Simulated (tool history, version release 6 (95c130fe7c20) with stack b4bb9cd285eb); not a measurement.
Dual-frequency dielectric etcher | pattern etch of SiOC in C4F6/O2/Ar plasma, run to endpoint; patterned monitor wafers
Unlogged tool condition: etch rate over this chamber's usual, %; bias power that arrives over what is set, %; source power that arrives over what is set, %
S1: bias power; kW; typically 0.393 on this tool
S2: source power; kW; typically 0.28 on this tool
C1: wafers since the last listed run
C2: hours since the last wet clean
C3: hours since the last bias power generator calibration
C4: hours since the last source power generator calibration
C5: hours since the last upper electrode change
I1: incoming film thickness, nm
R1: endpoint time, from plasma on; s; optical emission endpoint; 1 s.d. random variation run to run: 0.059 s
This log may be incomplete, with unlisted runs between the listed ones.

| run | hour | S1 | S2 | C1 | C2 | C3 | C4 | C5 | I1 | R1 |
|---|---|---|---|---|---|---|---|---|---|---|
| 1 | 0 | 0.393 | 0.28 | 0 | 110.2 | 2153 | 1496.4 | 3142.8 | 28.6 | 10.3 |
| 2 | 97.8 | 0.393 | 0.28 | 1483 | 208 | 2250.8 | 1594.2 | 3240.6 | 28.57 | 10.2 |
| 3 | 193.8 | 0.393 | 0.28 | 1456 | 304 | 2346.8 | 1690.2 | 3336.6 | 28.76 | 10.2 |
| 4 | 255.4 | 0.393 | 0.28 | 934 | 365.6 | 2408.4 | 1751.8 | 3398.2 | 28.53 | 10 |
| 5 | 344.5 | 0.393 | 0.28 | 1351 | 454.7 | 2497.5 | 1840.9 | 3487.3 | 28.68 | 10.1 |
| 6 | 399.2 | 0.393 | 0.28 | 829 | 509.4 | 2552.2 | 1895.6 | 3542 | 28.78 | 10.2 |
| 7 | 493.9 | 0.393 | 0.28 | 1436 | 604.1 | 2646.9 | 1990.3 | 3636.7 | 28.54 | 9.9 |
| 8 | 599.3 | 0.393 | 0.28 | 1598 | 709.5 | 2752.3 | 2095.7 | 3742.1 | 28.55 | 9.9 |
|  | 656 | wet clean of the chamber |
| 9 | 660 | 0.345 | 0.32 | 556 | 4 | 2813 | 2156.4 | 3802.8 | 28.69 | 10.2 |
| 10 | 751.5 | 0.345 | 0.32 | 1387 | 95.5 | 2904.5 | 2247.9 | 3894.3 | 28.4 | 10.1 |
| 11 | 829.3 | 0.393 | 0.28 | 1179 | 173.3 | 2982.3 | 2325.7 | 3972.1 | 28.54 | 10.1 |
| 12 | 891.4 | 0.393 | 0.28 | 941 | 235.4 | 3044.4 | 2387.8 | 4034.2 | 28.44 | 10.1 |
| 13 | 1188.9 | 0.393 | 0.28 | 4512 | 532.9 | 3341.9 | 2685.3 | 4331.7 | 28.57 | 9.9 |
|  | 1205.7 | source power generator calibrated |
| 14 | 1250.2 | 0.361 | 0.22 | 869 | 594.2 | 3403.2 | 44.5 | 4393 | 28.49 | 12.3 |
|  | 1313.1 | upper electrode replaced |
| 15 | 1320.4 | 0.449 | 0.34 | 700 | 664.4 | 3473.4 | 114.7 | 7.3 | 28.34 | 8.3 |
| 16 | 1360.2 | 0.393 | 0.28 | 603 | 704.2 | 3513.2 | 154.5 | 47.1 | 28.63 | 10 |
|  | 1392 | wet clean of the chamber |
| 17 | 1418.8 | 0.426 | 0.25 | 524 | 26.8 | 3571.8 | 213.1 | 105.7 | 28.94 | 10.5 |

Expected results for the next run?
| 18 | 1491.1 | 0.336 | 0.28 | 1096 | 99.1 | 3644.1 | 285.4 | 178 | 28.65 | ? |

R1: 11 s
With no hidden state in the tool, this same run would have given R1 11.2 s.
